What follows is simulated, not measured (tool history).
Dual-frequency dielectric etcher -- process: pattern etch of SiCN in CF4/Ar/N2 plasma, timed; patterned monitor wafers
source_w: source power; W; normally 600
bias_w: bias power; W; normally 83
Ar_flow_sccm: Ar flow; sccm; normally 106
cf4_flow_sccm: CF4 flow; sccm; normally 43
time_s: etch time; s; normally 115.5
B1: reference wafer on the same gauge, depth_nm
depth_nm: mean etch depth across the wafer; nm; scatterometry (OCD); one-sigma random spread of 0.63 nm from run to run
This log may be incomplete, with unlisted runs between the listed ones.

{"run": 1, "hour": 0.0, "source_w": 600, "bias_w": 83, "Ar_flow_sccm": 106, "cf4_flow_sccm": 43, "time_s": 115.5, "B1": 127.3, "depth_nm": 120.3}
{"run": 2, "hour": 22.1, "source_w": 600, "bias_w": 83, "Ar_flow_sccm": 106, "cf4_flow_sccm": 43, "time_s": 115.5, "B1": 127.2, "depth_nm": 120.2}
{"run": 3, "hour": 45.9, "source_w": 600, "bias_w": 83, "Ar_flow_sccm": 106, "cf4_flow_sccm": 43, "time_s": 115.5, "B1": 127.1, "depth_nm": 120.9}
{"run": 4, "hour": 63.1, "source_w": 600, "bias_w": 76, "Ar_flow_sccm": 106, "cf4_flow_sccm": 52, "time_s": 86.5, "B1": 126.8, "depth_nm": 90.5}
{"run": 5, "hour": 76.7, "source_w": 600, "bias_w": 83, "Ar_flow_sccm": 106, "cf4_flow_sccm": 49, "time_s": 115.5, "B1": 127.2, "depth_nm": 121.8}
{"run": 6, "hour": 105.2, "source_w": 600, "bias_w": 83, "Ar_flow_sccm": 106, "cf4_flow_sccm": 43, "time_s": 115.5, "B1": 127, "depth_nm": 121}
{"run": 7, "hour": 133.2, "source_w": 600, "bias_w": 65, "Ar_flow_sccm": 96, "cf4_flow_sccm": 46, "time_s": 115.5, "B1": 127.2, "depth_nm": 118.1}
{"hour": 141.2, "done": "Ar flow controller replaced"}
{"run": 8, "hour": 161.6, "source_w": 600, "bias_w": 90, "Ar_flow_sccm": 106, "cf4_flow_sccm": 43, "time_s": 115.5, "B1": 126.7, "depth_nm": 123.5}
{"run": 9, "hour": 189.5, "source_w": 700, "bias_w": 83, "Ar_flow_sccm": 106, "cf4_flow_sccm": 43, "time_s": 115.5, "B1": 127.1, "depth_nm": 141}
{"run": 10, "hour": 215.1, "source_w": 600, "bias_w": 83, "Ar_flow_sccm": 106, "cf4_flow_sccm": 53, "time_s": 82, "B1": 127.1, "depth_nm": 88.1}
{"run": 11, "hour": 243.2, "source_w": 600, "bias_w": 83, "Ar_flow_sccm": 106, "cf4_flow_sccm": 43, "time_s": 115.5, "B1": 127.3, "depth_nm": 121.9}
{"run": 12, "hour": 262.1, "source_w": 690, "bias_w": 83, "Ar_flow_sccm": 106, "cf4_flow_sccm": 43, "time_s": 115.5, "B1": 127, "depth_nm": 139}
{"run": 13, "hour": 281.0, "source_w": 600, "bias_w": 83, "Ar_flow_sccm": 106, "cf4_flow_sccm": 43, "time_s": 115.5, "B1": 127, "depth_nm": 121.8}
{"run": 14, "hour": 298.1, "source_w": 540, "bias_w": 83, "Ar_flow_sccm": 96, "cf4_flow_sccm": 43, "time_s": 96.5, "B1": 127.1, "depth_nm": 94}
{"run": 15, "hour": 326.7, "source_w": 600, "bias_w": 99, "Ar_flow_sccm": 106, "cf4_flow_sccm": 52, "time_s": 84, "B1": 126.9, "depth_nm": 95.5}
{"hour": 332.9, "done": "source power generator calibrated"}
{"run": 16, "hour": 346.4, "source_w": 750, "bias_w": 75, "Ar_flow_sccm": 87, "cf4_flow_sccm": 33, "time_s": 115.5, "B1": 127, "depth_nm": 154.8}
{"hour": 393.2, "done": "upper electrode replaced"}
{"run": 17, "hour": 449.0, "source_w": 510, "bias_w": 83, "Ar_flow_sccm": 106, "cf4_flow_sccm": 43, "time_s": 127, "B1": 126.9, "depth_nm": 124.1}
{"run": 18, "hour": 481.8, "source_w": 600, "bias_w": 83, "Ar_flow_sccm": 106, "cf4_flow_sccm": 43, "time_s": 115.5, "B1": 127, "depth_nm": 131.1}
{"run": 19, "hour": 539.8, "source_w": 600, "bias_w": 83, "Ar_flow_sccm": 106, "cf4_flow_sccm": 43, "time_s": 115.5, "B1": 127, "depth_nm": 130.8}
{"run": 20, "hour": 573.9, "source_w": 600, "bias_w": 104, "Ar_flow_sccm": 123, "cf4_flow_sccm": 43, "time_s": 115.5, "B1": 127, "depth_nm": 137.9}
{"hour": 598.3, "done": "wet clean of the chamber"}
{"run": 21, "hour": 598.8, "source_w": 600, "bias_w": 83, "Ar_flow_sccm": 106, "cf4_flow_sccm": 43, "time_s": 115.5, "B1": 127.1, "depth_nm": 123.1}
{"hour": 649.5, "done": "gauge calibrated"}
{"run": 22, "hour": 692.0, "source_w": 600, "bias_w": 72, "Ar_flow_sccm": 106, "cf4_flow_sccm": 43, "time_s": 140, "B1": 126.9, "depth_nm": 145.2}

Give the tool's hidden conditions for every run:
bias power that arrives over what is set, %: 0 in every run
Ar flow that arrives over what is set, %: 0 in every run
CF4 flow that arrives over what is set, %: 0 in every run
gauge reads high (%): 0 in every run
H1: etch rate over this chamber's usual, %
H2: source power that arrives over what is set, %
run=1 H1=0.58 H2=-4.68
run=2 H1=0.787 H2=-4.74
run=3 H1=1.01 H2=-4.81
run=4 H1=1.17 H2=-4.85
run=5 H1=1.3 H2=-4.89
run=6 H1=1.57 H2=-4.97
run=7 H1=1.83 H2=-5.05
run=8 H1=2.09 H2=-5.12
run=9 H1=2.36 H2=-5.2
run=10 H1=2.6 H2=-5.27
run=11 H1=2.86 H2=-5.35
run=12 H1=3.04 H2=-5.4
run=13 H1=3.21 H2=-5.45
run=14 H1=3.37 H2=-5.5
run=15 H1=3.64 H2=-5.58
run=16 H1=3.83 H2=0.253
run=17 H1=4.79 H2=-0.0294
run=18 H1=5.09 H2=-0.12
run=19 H1=5.64 H2=-0.279
run=20 H1=5.96 H2=-0.373
run=21 H1=-0.406 H2=-0.441
run=22 H1=0.467 H2=-0.697
